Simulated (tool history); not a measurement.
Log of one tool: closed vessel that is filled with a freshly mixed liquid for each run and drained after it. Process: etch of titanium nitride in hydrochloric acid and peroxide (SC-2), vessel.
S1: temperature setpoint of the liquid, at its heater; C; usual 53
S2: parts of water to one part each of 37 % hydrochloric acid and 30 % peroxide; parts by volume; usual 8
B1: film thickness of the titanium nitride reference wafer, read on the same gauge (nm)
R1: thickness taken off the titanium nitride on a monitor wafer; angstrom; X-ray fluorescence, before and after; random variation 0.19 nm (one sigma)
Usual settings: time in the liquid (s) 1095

run 1 day=0 | S1=53 S2=8 time_in_the_liquid_(s)=905 | B1=110.21 | R1=428.8
run 2 day=4.008 | S1=53 S2=8 time_in_the_liquid_(s)=905 | B1=110.31 | R1=426.9
run 3 day=8.471 | S1=53 S2=8 time_in_the_liquid_(s)=905 | B1=110.46 | R1=428.5
run 4 day=10.533 | S1=53 S2=9 time_in_the_liquid_(s)=1095 | B1=110.53 | R1=471
-- day=12.971 chemicals flow meter replaced
run 5 day=21.238 | S1=53 S2=10.5 time_in_the_liquid_(s)=1095 | B1=110.84 | R1=415.3
run 6 day=24.25 | S1=53 S2=10.5 time_in_the_liquid_(s)=1095 | B1=110.91 | R1=419.6
run 7 day=28.733 | S1=53 S2=6.5 time_in_the_liquid_(s)=1095 | B1=111.04 | R1=612.8
-- day=32.338 new drum of peroxide connected
run 8 day=32.5 | S1=53 S2=6.5 time_in_the_liquid_(s)=1095 | B1=111.16 | R1=620.4
run 9 day=34.233 | S1=53 S2=6.5 time_in_the_liquid_(s)=1095 | B1=111.22 | R1=616
run 10 day=37.725 | S1=53 S2=8 time_in_the_liquid_(s)=1095 | B1=111.32 | R1=521.5
run 11 day=39.262 | S1=53 S2=10 time_in_the_liquid_(s)=1095 | B1=111.36 | R1=437.9
-- day=41.879 chemicals flow meter replaced
run 12 day=42.925 | S1=62.5 S2=6.5 time_in_the_liquid_(s)=570 | B1=111.48 | R1=586.5
-- day=43.717 thermometer replaced
-- day=44.608 gauge calibrated
run 13 day=45.912 | S1=60.5 S2=8 time_in_the_liquid_(s)=1095 | B1=109.71 | R1=833.7
run 14 day=49.85 | S1=53 S2=8 time_in_the_liquid_(s)=1095 | B1=109.81 | R1=515.1
run 15 day=52.758 | S1=53 S2=8 time_in_the_liquid_(s)=1095 | B1=109.88 | R1=516.1
run 16 day=56.058 | S1=53 S2=6.5 time_in_the_liquid_(s)=1640 | B1=110 | R1=913.4
run 17 day=57.788 | S1=57 S2=11 time_in_the_liquid_(s)=490 | B1=110.05 | R1=231
run 18 day=60.738 | S1=60 S2=11.5 time_in_the_liquid_(s)=595 | B1=110.13 | R1=323.8
run 19 day=63.846 | S1=49.5 S2=8 time_in_the_liquid_(s)=1095 | B1=110.22 | R1=409.2

Hidden state or all else? Some run-to-run changes of R1, split into what the settings, what came in and random variation would give without the hidden state, and what is left for the hidden state (with any gauge scatter that isn't in both results):
The hidden state here: liquid hotter than its thermometer reads (K); chemicals flow above the setpoint (%); peroxide weaker than its label (%); gauge reads high (%).
Run 12 -> 13: S1 62.5 -> 60.5, S2 6.5 -> 8, time in the liquid (s) 570 -> 1095, thermometer replaced, gauge calibrated. R1 +247.2 angstrom: hidden state -10, all else +257.2.
Run 16 -> 17: S1 53 -> 57, S2 6.5 -> 11, time in the liquid (s) 1640 -> 490. R1 -682.4 angstrom: hidden state +0.2, all else -682.6.
